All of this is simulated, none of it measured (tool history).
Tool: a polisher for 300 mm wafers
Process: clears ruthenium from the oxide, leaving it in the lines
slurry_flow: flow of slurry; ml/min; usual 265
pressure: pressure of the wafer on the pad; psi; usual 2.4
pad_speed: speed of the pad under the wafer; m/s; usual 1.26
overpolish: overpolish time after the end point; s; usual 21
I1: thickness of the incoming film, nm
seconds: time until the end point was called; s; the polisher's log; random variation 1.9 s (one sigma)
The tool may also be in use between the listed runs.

run 1 hour=0 | slurry_flow=265 pressure=2.4 pad_speed=1.26 overpolish=21 | I1=160.6 | seconds=106.2
-- hour=34.7 head pressure recalibrated
run 2 hour=65.6 | slurry_flow=265 pressure=2.4 pad_speed=1.26 overpolish=21 | I1=160.9 | seconds=110.5
run 3 hour=116.8 | slurry_flow=265 pressure=2.4 pad_speed=1.26 overpolish=21 | I1=159 | seconds=107
-- hour=173.8 worn pad replaced by a new one
run 4 hour=247.5 | slurry_flow=325 pressure=2.4 pad_speed=1.26 overpolish=21 | I1=159.5 | seconds=106.9
run 5 hour=304.4 | slurry_flow=325 pressure=2.4 pad_speed=1.26 overpolish=21 | I1=160.3 | seconds=107.6
run 6 hour=365.7 | slurry_flow=265 pressure=2.4 pad_speed=1.4 overpolish=21 | I1=160.4 | seconds=97.3
run 7 hour=446 | slurry_flow=265 pressure=2.4 pad_speed=1.4 overpolish=21 | I1=160.5 | seconds=95
run 8 hour=548 | slurry_flow=265 pressure=2.4 pad_speed=1.26 overpolish=31 | I1=157.8 | seconds=109.1
-- hour=572.7 slurry nozzle cleaned
run 9 hour=625 | slurry_flow=265 pressure=2.4 pad_speed=1.26 overpolish=31 | I1=163 | seconds=109.8
-- hour=646.7 worn pad replaced by a new one
run 10 hour=691.8 | slurry_flow=265 pressure=2.4 pad_speed=1.26 overpolish=31 | I1=159.4 | seconds=108.2
run 11 hour=748.3 | slurry_flow=265 pressure=2.4 pad_speed=1.26 overpolish=21 | I1=159.8 | seconds=109.1
run 12 hour=794.7 | slurry_flow=265 pressure=2.4 pad_speed=1.26 overpolish=21 | I1=159.4 | seconds=110
run 13 hour=895.3 | slurry_flow=245 pressure=2.4 pad_speed=1.26 overpolish=21 | I1=160.2 | seconds=112.4
-- hour=993.8 head pressure recalibrated
run 14 hour=1000.1 | slurry_flow=265 pressure=2.2 pad_speed=1.26 overpolish=21 | I1=157.8 | seconds=115.1
-- hour=1042.7 worn pad replaced by a new one
run 15 hour=1080.8 | slurry_flow=210 pressure=2.8 pad_speed=1.6 overpolish=30 | I1=160.4 | seconds=75.7
run 16 hour=1155.8 | slurry_flow=225 pressure=2.4 pad_speed=1.26 overpolish=21 | I1=160.9 | seconds=108.9
run 17 hour=1197.7 | slurry_flow=265 pressure=2.4 pad_speed=1.26 overpolish=21 | I1=161.3 | seconds=111.9
-- hour=1229.7 slurry nozzle cleaned
run 18 hour=1272.9 | slurry_flow=265 pressure=2.4 pad_speed=1.06 overpolish=29 | I1=159.4 | seconds=128.5
run 19 hour=1483.8 | slurry_flow=190 pressure=2.4 pad_speed=0.96 overpolish=21 | I1=162.3 | seconds=147.9
-- hour=1489.2 worn pad replaced by a new one
run 20 hour=1566.6 | slurry_flow=245 pressure=2.4 pad_speed=1.26 overpolish=21 | I1=162.9 | seconds=112.8
run 21 hour=1658.6 | slurry_flow=265 pressure=2.4 pad_speed=1.26 overpolish=21 | I1=158.7 | seconds=104.4
run 22 hour=1736.1 | slurry_flow=210 pressure=2.4 pad_speed=0.98 overpolish=11 | I1=160.9 | seconds=140.5
run 23 hour=1831.5 | slurry_flow=335 pressure=2.4 pad_speed=1.64 overpolish=31 | I1=161.4 | seconds=83.2
run 24 hour=1890.4 | slurry_flow=180 pressure=2.4 pad_speed=1.26 overpolish=29 | I1=159.5 | seconds=107.3
-- hour=1943.6 slurry nozzle cleaned
-- hour=1971.1 worn pad replaced by a new one
run 25 hour=1992.2 | slurry_flow=210 pressure=2.4 pad_speed=1.08 overpolish=14 | I1=159.3 | seconds=127.6
-- hour=2051.8 head pressure recalibrated
run 26 hour=2057.5 | slurry_flow=265 pressure=2.4 pad_speed=0.98 overpolish=21 | I1=162.7 | seconds=140
run 27 hour=2163.9 | slurry_flow=265 pressure=2.4 pad_speed=1.26 overpolish=21 | I1=160 | seconds=105.4

Forecast each of these 4 alternatives for the next run:
run A hour=2164.4 | slurry_flow=265 pressure=2.4 pad_speed=1.26 overpolish=21 | I1=156.4 | seconds=?
run B hour=2164.4 | slurry_flow=305 pressure=1.7 pad_speed=1.26 overpolish=21 | I1=156.4 | seconds=?
run C hour=2164.4 | slurry_flow=175 pressure=2.4 pad_speed=1.26 overpolish=21 | I1=156.4 | seconds=?
run D hour=2164.4 | slurry_flow=340 pressure=1.9 pad_speed=1.26 overpolish=21 | I1=156.4 | seconds=?

run=A seconds=107
run=B seconds=136.7
run=C seconds=109.8
run=D seconds=125.5
Without the tool's hidden state the same runs would have given:
run=A seconds=107
run=B seconds=136.7
run=C seconds=109.8
run=D seconds=125.5

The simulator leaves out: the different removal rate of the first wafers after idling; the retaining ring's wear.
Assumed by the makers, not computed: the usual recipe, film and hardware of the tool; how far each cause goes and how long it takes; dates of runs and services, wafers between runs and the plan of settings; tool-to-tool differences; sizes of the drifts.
